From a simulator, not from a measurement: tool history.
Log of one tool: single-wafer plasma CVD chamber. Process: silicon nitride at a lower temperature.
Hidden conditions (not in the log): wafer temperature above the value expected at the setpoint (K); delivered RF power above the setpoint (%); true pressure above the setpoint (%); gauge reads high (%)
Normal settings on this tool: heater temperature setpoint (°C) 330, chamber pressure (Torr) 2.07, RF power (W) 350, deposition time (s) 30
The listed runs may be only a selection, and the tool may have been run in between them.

run,hour,heater temperature setpoint (°C),chamber pressure (Torr),RF power (W),deposition time (s),wafers since the last listed run,hours since the last thermocouple change,hours since the last RF generator calibration,hours since the last manometer calibration,hours since the showerhead was replaced,hours since the gauge calibration,"read-back reference wafer on the same gauge, thickness_nm",mean film thickness on the monitor wafer (Å)
1,0,330,2.07,315,30,0,1419.4,1397.5,739,5135.5,627.4,50.679,418.62
2,59.8,330,2.07,315,30,1138,1479.2,1457.3,798.8,5195.3,687.2,50.62,419.15
3,351.3,330,2.07,350,30,5550,1770.7,1748.8,1090.3,5486.8,978.7,50.644,448.72
4,437.4,330,2.07,350,30,1639,1856.8,1834.9,1176.4,5572.9,1064.8,50.647,448.71
5,519.9,330,2.07,350,30,1570,1939.3,1917.4,1258.9,5655.4,1147.3,50.578,446.66
6,588.3,330,2.07,320,30,1302,2007.7,1985.8,1327.3,5723.8,1215.7,50.632,417.72
# hour 622: gauge calibrated
7,686.3,330,2.07,350,30,1866,2105.7,2083.8,1425.3,5821.8,64.3,50.602,447.6
8,778.5,341,2.07,335,30,1755,2197.9,2176,1517.5,5914,156.5,50.715,427.53
9,881.8,330,2.07,350,30,1967,2301.2,2279.3,1620.8,6017.3,259.8,50.52,444.59
10,985.4,330,2.07,350,30,1972,2404.8,2382.9,1724.4,6120.9,363.4,50.595,439.7
11,1037.5,330,1.94,350,30,992,2456.9,2435,1776.5,6173,415.5,50.598,432.61
# hour 1054.3: thermocouple changed; heater temperature recalibrated
# hour 1071.1: RF generator calibrated
12,1090,330,1.94,350,30,695,35.7,18.9,1829,6225.5,468,50.598,450.56
13,1195.7,330,2.07,350,27.5,2012,141.4,124.6,1934.7,6331.2,573.7,50.549,422.35
14,1240.7,319,1.92,395,30,856,186.4,169.6,1979.7,6376.2,618.7,50.611,483.54
15,1294.1,321,1.93,400,30,1016,239.8,223,2033.1,6429.6,672.1,50.577,491.72
# hour 1351.2: showerhead replaced
16,1372.1,330,1.84,350,30,1332,317.8,301,2111.1,20.9,750.1,50.644,436.77
17,1446.7,338,2.07,350,30,1420,392.4,375.6,2185.7,95.5,824.7,50.552,455.14
# hour 1673.9: gauge calibrated
# hour 1683.5: capacitance manometer re-zeroed and calibrated
18,1701.1,330,2.07,350,30,4691,646.8,630,17.6,349.9,27.2,50.627,461.31
19,1752.4,330,2.07,350,35.5,976,698.1,681.3,68.9,401.2,78.5,50.561,546.81
20,1811,330,2.07,350,30,1115,756.7,739.9,127.5,459.8,137.1,50.615,459.1
21,1917.5,320,2.07,300,30,2027,863.2,846.4,234,566.3,243.6,50.608,411.37
22,1962.1,330,2.07,350,30,849,907.8,891,278.6,610.9,288.2,50.635,458.19
23,2064.2,330,1.84,350,30,1944,1009.9,993.1,380.7,713,390.3,50.593,435.96
24,2134,338,2.45,325,35.7,1329,1079.7,1062.9,450.5,782.8,460.1,50.657,542.77

Alternative continuations, all from the tool just after run 24; predict every row:
A,2134.4,330,2.07,350,30,7,1080.1,1063.3,450.9,783.2,460.5,?,?
B,2134.4,323,2.37,375,30,7,1080.1,1063.3,450.9,783.2,460.5,?,?
C,2134.4,343,2.07,350,30,7,1080.1,1063.3,450.9,783.2,460.5,?,?
D,2134.4,330,2.07,350,32.4,7,1080.1,1063.3,450.9,783.2,460.5,?,?

run,"read-back reference wafer on the same gauge, thickness_nm",mean film thickness on the monitor wafer (Å)
A,50.675,456.75
B,50.675,504.78
C,50.675,454.57
D,50.675,493.2
What these runs would have given with no unlogged condition in the tool:
run,mean film thickness on the monitor wafer (Å)
A,466.8
B,515.82
C,464.57
D,504.05
